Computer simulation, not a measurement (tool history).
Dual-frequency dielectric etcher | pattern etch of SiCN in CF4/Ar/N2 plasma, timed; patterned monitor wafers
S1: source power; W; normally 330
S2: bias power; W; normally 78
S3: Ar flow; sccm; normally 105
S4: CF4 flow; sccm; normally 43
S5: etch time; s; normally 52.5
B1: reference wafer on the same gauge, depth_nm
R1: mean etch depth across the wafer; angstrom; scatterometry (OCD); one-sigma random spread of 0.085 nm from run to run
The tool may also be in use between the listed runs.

run	hour	S1	S2	S3	S4	S5	B1	R1
1	0	330	78	105	43	52.5	32.31	334.7
2	11.4	330	78	105	43	52.5	32.29	335.9
3	23.1	330	78	105	43	52.5	32.32	335.4
4	33	330	78	105	43	52.5	32.3	334
5	44.4	290	78	105	43	52.5	32.3	303.9
6	51.2	290	78	105	43	52.5	32.31	303.2
7	60.1	330	78	105	43	52.5	32.3	334.2
8	75.2	330	78	105	43	52.5	32.29	333.1
# hour 79: gauge calibrated
9	87.7	330	78	105	43	52.5	32.31	332.7
# hour 103.6: bias power generator calibrated
# hour 115.3: wet clean of the chamber
10	115.8	330	78	105	43	52.5	32.29	324.1
# hour 137.3: CF4 flow controller replaced
# hour 141.3: upper electrode replaced
# hour 141.6: Ar flow controller replaced
# hour 144.2: source power generator calibrated
# hour 163.1: wet clean of the chamber, repeated, since the last time left the tool worse
11	163.6	290	88	105	43	47	32.31	284.5
12	163.9	270	78	90	37	52.5	32.31	294.3
13	164.2	330	78	105	43	52.5	32.3	342.9
14	164.6	380	78	105	47	64	32.31	472.5
15	175.9	330	78	105	43	52.5	32.31	341.9
16	185.7	330	68	105	47	44	32.29	283.7
17	199.7	270	78	105	47	52.5	32.3	298.3
18	212.8	350	78	129	43	52.5	32.29	344.5
19	225.3	400	61	105	43	52.5	32.31	378.5

The tool's hidden state at each run:
source power that arrives over what is set, %: 0, the same for each run
bias power that arrives over what is set, %: 0, the same for each run
Ar flow that arrives over what is set, %: 0, the same for each run
CF4 flow that arrives over what is set, %: 0, the same for each run
gauge reads high (%): 0, the same for each run
H1: etch rate over this chamber's usual, %
run	H1
1	-2.21
2	-2.27
3	-2.33
4	-2.38
5	-2.44
6	-2.47
7	-2.52
8	-2.6
9	-2.66
10	-5.04
11	0.0959
12	0.0944
13	0.0928
14	0.0907
15	0.0323
16	-0.0183
17	-0.0907
18	-0.158
19	-0.223
